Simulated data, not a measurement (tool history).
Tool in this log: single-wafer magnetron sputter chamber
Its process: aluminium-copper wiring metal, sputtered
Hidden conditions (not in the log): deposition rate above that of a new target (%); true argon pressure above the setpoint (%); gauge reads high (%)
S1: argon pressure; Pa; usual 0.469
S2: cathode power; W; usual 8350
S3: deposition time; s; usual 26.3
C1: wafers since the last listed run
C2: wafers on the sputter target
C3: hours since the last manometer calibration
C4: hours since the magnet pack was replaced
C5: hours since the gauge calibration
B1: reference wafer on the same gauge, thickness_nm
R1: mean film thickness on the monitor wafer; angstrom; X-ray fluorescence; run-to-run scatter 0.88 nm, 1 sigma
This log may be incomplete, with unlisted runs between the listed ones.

{"run": 1, "hour": 0.0, "S1": 0.469, "S2": 8350, "S3": 26.3, "C1": 0, "C2": 4263, "C3": 1395.4, "C4": 3435.7, "C5": 1198.8, "B1": 457.0, "R1": 4038.19}
{"run": 2, "hour": 80.5, "S1": 0.469, "S2": 8350, "S3": 26.3, "C1": 940, "C2": 5203, "C3": 1475.9, "C4": 3516.2, "C5": 1279.3, "B1": 457.285, "R1": 4048.3}
{"run": 3, "hour": 178.9, "S1": 0.469, "S2": 8350, "S3": 26.3, "C1": 1149, "C2": 6352, "C3": 1574.3, "C4": 3614.6, "C5": 1377.7, "B1": 457.067, "R1": 4050.04}
{"hour": 202.1, "done": "sputter target and shields replaced"}
{"run": 4, "hour": 216.5, "S1": 0.469, "S2": 8350, "S3": 26.3, "C1": 345, "C2": 167, "C3": 1611.9, "C4": 3652.2, "C5": 1415.3, "B1": 457.333, "R1": 4053.09}
{"run": 5, "hour": 287.0, "S1": 0.38, "S2": 7050, "S3": 26.3, "C1": 823, "C2": 991, "C3": 1682.4, "C4": 3722.7, "C5": 1485.8, "B1": 457.293, "R1": 3589.74}
{"run": 6, "hour": 391.5, "S1": 0.469, "S2": 8350, "S3": 26.3, "C1": 1220, "C2": 2211, "C3": 1786.9, "C4": 3827.2, "C5": 1590.3, "B1": 457.444, "R1": 4052.94}
{"run": 7, "hour": 458.0, "S1": 0.469, "S2": 8350, "S3": 26.3, "C1": 776, "C2": 2988, "C3": 1853.4, "C4": 3893.7, "C5": 1656.8, "B1": 457.307, "R1": 4050.71}
{"run": 8, "hour": 504.8, "S1": 0.469, "S2": 8350, "S3": 26.3, "C1": 546, "C2": 3535, "C3": 1900.2, "C4": 3940.5, "C5": 1703.6, "B1": 457.417, "R1": 4054.78}
{"run": 9, "hour": 609.1, "S1": 0.469, "S2": 8350, "S3": 23.3, "C1": 1218, "C2": 4753, "C3": 2004.5, "C4": 4044.8, "C5": 1807.9, "B1": 457.506, "R1": 3586.66}
{"run": 10, "hour": 707.9, "S1": 0.469, "S2": 8350, "S3": 23.3, "C1": 1154, "C2": 5907, "C3": 2103.3, "C4": 4143.6, "C5": 1906.7, "B1": 457.484, "R1": 3584.18}
{"hour": 719.6, "done": "gauge calibrated"}
{"hour": 728.9, "done": "sputter target and shields replaced"}
{"run": 11, "hour": 753.8, "S1": 0.469, "S2": 9800, "S3": 26.3, "C1": 442, "C2": 290, "C3": 2149.2, "C4": 4189.5, "C5": 34.2, "B1": 453.443, "R1": 4710.44}
{"run": 12, "hour": 794.1, "S1": 0.469, "S2": 9200, "S3": 26.3, "C1": 470, "C2": 761, "C3": 2189.5, "C4": 4229.8, "C5": 74.5, "B1": 453.777, "R1": 4411.39}
{"run": 13, "hour": 885.7, "S1": 0.629, "S2": 7200, "S3": 26.3, "C1": 1069, "C2": 1831, "C3": 2281.1, "C4": 4321.4, "C5": 166.1, "B1": 454.295, "R1": 3180.64}
{"hour": 914.3, "done": "magnet pack replaced"}
{"run": 14, "hour": 947.3, "S1": 0.398, "S2": 7800, "S3": 26.3, "C1": 626, "C2": 2457, "C3": 2342.7, "C4": 33.0, "C5": 227.7, "B1": 454.6, "R1": 3915.25}
{"run": 15, "hour": 984.3, "S1": 0.469, "S2": 8350, "S3": 26.3, "C1": 432, "C2": 2889, "C3": 2379.7, "C4": 70.0, "C5": 264.7, "B1": 454.865, "R1": 4016.02}
{"run": 16, "hour": 1170.8, "S1": 0.303, "S2": 10250, "S3": 28.2, "C1": 2178, "C2": 5067, "C3": 2566.2, "C4": 256.5, "C5": 451.2, "B1": 455.818, "R1": 5796.16}
{"hour": 1268.1, "done": "sputter target and shields replaced"}
{"run": 17, "hour": 1268.6, "S1": 0.469, "S2": 8350, "S3": 23.3, "C1": 1048, "C2": 6, "C3": 2664.0, "C4": 354.3, "C5": 549.0, "B1": 456.027, "R1": 3583.89}
{"hour": 1292.9, "done": "capacitance manometer re-zeroed and calibrated"}
{"run": 18, "hour": 1327.4, "S1": 0.469, "S2": 8350, "S3": 26.3, "C1": 593, "C2": 599, "C3": 34.5, "C4": 413.1, "C5": 607.8, "B1": 455.827, "R1": 4045.22}
{"run": 19, "hour": 1371.7, "S1": 0.53, "S2": 8350, "S3": 23.2, "C1": 517, "C2": 1116, "C3": 78.8, "C4": 457.4, "C5": 652.1, "B1": 456.152, "R1": 3448.87}
{"run": 20, "hour": 1449.3, "S1": 0.605, "S2": 9050, "S3": 28.1, "C1": 906, "C2": 2023, "C3": 156.4, "C4": 535.0, "C5": 729.7, "B1": 456.759, "R1": 4367.88}
{"run": 21, "hour": 1544.5, "S1": 0.324, "S2": 10400, "S3": 26.3, "C1": 1111, "C2": 3135, "C3": 251.6, "C4": 630.2, "C5": 824.9, "B1": 456.579, "R1": 5448.22}
{"run": 22, "hour": 1620.2, "S1": 0.469, "S2": 8350, "S3": 26.3, "C1": 884, "C2": 4019, "C3": 327.3, "C4": 705.9, "C5": 900.6, "B1": 456.729, "R1": 4036.03}
{"hour": 1822.4, "done": "sputter target and shields replaced"}
{"run": 23, "hour": 1908.8, "S1": 0.518, "S2": 8350, "S3": 21.4, "C1": 3277, "C2": 1009, "C3": 615.9, "C4": 994.5, "C5": 1189.2, "B1": 457.148, "R1": 3199.41}

Below are 5 alternative next runs, each starting from the tool's condition after run 23. Predict each:
{"run": "A", "hour": 1909.2, "S1": 0.469, "S2": 8350, "S3": 23.2, "C1": 4, "C2": 1014, "C3": 616.3, "C4": 994.9, "C5": 1189.6, "B1": "?", "R1": "?"}
{"run": "B", "hour": 1909.2, "S1": 0.545, "S2": 10300, "S3": 26.3, "C1": 4, "C2": 1014, "C3": 616.3, "C4": 994.9, "C5": 1189.6, "B1": "?", "R1": "?"}
{"run": "C", "hour": 1909.2, "S1": 0.469, "S2": 7200, "S3": 24.8, "C1": 4, "C2": 1014, "C3": 616.3, "C4": 994.9, "C5": 1189.6, "B1": "?", "R1": "?"}
{"run": "D", "hour": 1909.2, "S1": 0.469, "S2": 7600, "S3": 28.0, "C1": 4, "C2": 1014, "C3": 616.3, "C4": 994.9, "C5": 1189.6, "B1": "?", "R1": "?"}
{"run": "E", "hour": 1909.2, "S1": 0.469, "S2": 7050, "S3": 26.3, "C1": 4, "C2": 1014, "C3": 616.3, "C4": 994.9, "C5": 1189.6, "B1": "?", "R1": "?"}

run=A B1=457.349 R1=3578.09
run=B B1=457.349 R1=4806.35
run=C B1=457.349 R1=3298.08
run=D B1=457.349 R1=3930.51
run=E B1=457.349 R1=3424.70
With the hidden condition removed and each run's random variation left untouched, the same runs would have given:
run=A R1=3544.69
run=B R1=4761.49
run=C R1=3267.29
run=D R1=3893.82
run=E R1=3392.73

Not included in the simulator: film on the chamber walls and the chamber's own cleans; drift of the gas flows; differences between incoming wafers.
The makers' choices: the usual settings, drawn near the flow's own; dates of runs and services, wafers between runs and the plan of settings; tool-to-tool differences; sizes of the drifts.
